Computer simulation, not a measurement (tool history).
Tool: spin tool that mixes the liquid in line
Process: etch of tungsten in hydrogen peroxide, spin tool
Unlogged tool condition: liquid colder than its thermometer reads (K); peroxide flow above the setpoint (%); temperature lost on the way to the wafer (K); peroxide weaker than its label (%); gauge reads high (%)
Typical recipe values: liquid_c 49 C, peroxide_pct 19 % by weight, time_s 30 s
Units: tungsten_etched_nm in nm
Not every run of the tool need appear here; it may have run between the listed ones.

| run | hour | liquid_c | peroxide_pct | time_s | wafers since the last listed run | hours since the thermometer was replaced | hours since the peroxide flow meter was replaced | hours since the heated supply line was repaired | hours since the drum of peroxide was connected | hours since the gauge calibration | read-back film thickness of the tungsten reference wafer, read on the same gauge (nm) | tungsten_etched_nm |
|---|---|---|---|---|---|---|---|---|---|---|---|---|
| 1 | 0 | 42.5 | 19 | 30 | 0 | 326.1 | 1698.3 | 417.6 | 119.8 | 34 | 150 | 37.24 |
| 2 | 136.3 | 42.5 | 19 | 30 | 1289 | 462.4 | 1834.6 | 553.9 | 256.1 | 170.3 | 150.01 | 37.13 |
| 3 | 171.3 | 49 | 19 | 30 | 331 | 497.4 | 1869.6 | 588.9 | 291.1 | 205.3 | 149.98 | 55.93 |
| 4 | 199.2 | 49 | 19 | 30 | 264 | 525.3 | 1897.5 | 616.8 | 319 | 233.2 | 150 | 55.55 |
|  | 218.9 | peroxide flow meter replaced |
|  | 233.4 | heated supply line repaired |
| 5 | 269.4 | 49 | 19 | 30 | 645 | 595.5 | 50.5 | 36 | 389.2 | 303.4 | 150.01 | 54 |
| 6 | 304 | 49 | 19 | 30 | 327 | 630.1 | 85.1 | 70.6 | 423.8 | 338 | 150.01 | 54.16 |
| 7 | 340.1 | 49 | 19 | 30 | 341 | 666.2 | 121.2 | 106.7 | 459.9 | 374.1 | 150.01 | 54.23 |
| 8 | 375.7 | 42 | 19 | 20 | 336 | 701.8 | 156.8 | 142.3 | 495.5 | 409.7 | 149.98 | 23.32 |
| 9 | 425.7 | 49 | 19 | 20 | 473 | 751.8 | 206.8 | 192.3 | 545.5 | 459.7 | 150 | 36.01 |
| 10 | 462.9 | 54 | 16.5 | 40 | 352 | 789 | 244 | 229.5 | 582.7 | 496.9 | 150 | 90.45 |
|  | 464.9 | thermometer replaced |
|  | 477.8 | gauge calibrated |
|  | 480.8 | new drum of peroxide connected |
| 11 | 487.2 | 49 | 23.5 | 40 | 211 | 22.3 | 268.3 | 253.8 | 6.4 | 9.4 | 150 | 80.8 |
| 12 | 543.2 | 43 | 19 | 40 | 529 | 78.3 | 324.3 | 309.8 | 62.4 | 65.4 | 150 | 49.71 |
| 13 | 604.9 | 49 | 19 | 30 | 583 | 140 | 386 | 371.5 | 124.1 | 127.1 | 150 | 54.1 |
| 14 | 643 | 49 | 19 | 30 | 360 | 178.1 | 424.1 | 409.6 | 162.2 | 165.2 | 150.01 | 54.17 |
| 15 | 683.6 | 54.5 | 21 | 20 | 384 | 218.7 | 464.7 | 450.2 | 202.8 | 205.8 | 150 | 53.38 |

Forecast each of these 5 alternatives for the next run:
| A | 684 | 49 | 19 | 45 | 3 | 219.1 | 465.1 | 450.6 | 203.2 | 206.2 | ? | ? |
| B | 684 | 49 | 19 | 15 | 3 | 219.1 | 465.1 | 450.6 | 203.2 | 206.2 | ? | ? |
| C | 684 | 43 | 17 | 30 | 3 | 219.1 | 465.1 | 450.6 | 203.2 | 206.2 | ? | ? |
| D | 684 | 49 | 19 | 40 | 3 | 219.1 | 465.1 | 450.6 | 203.2 | 206.2 | ? | ? |
| E | 684 | 58 | 19 | 30 | 3 | 219.1 | 465.1 | 450.6 | 203.2 | 206.2 | ? | ? |

| run | read-back film thickness of the tungsten reference wafer, read on the same gauge (nm) | tungsten_etched_nm |
|---|---|---|
| A | 150 | 81.25 |
| B | 150 | 27.08 |
| C | 150 | 35.16 |
| D | 150 | 72.22 |
| E | 150 | 92.9 |
The same runs, with their run-to-run variation unchanged, on a tool lacking any hidden condition would have given:
| run | tungsten_etched_nm |
|---|---|
| A | 81.33 |
| B | 27.11 |
| C | 35.22 |
| D | 72.3 |
| E | 92.9 |
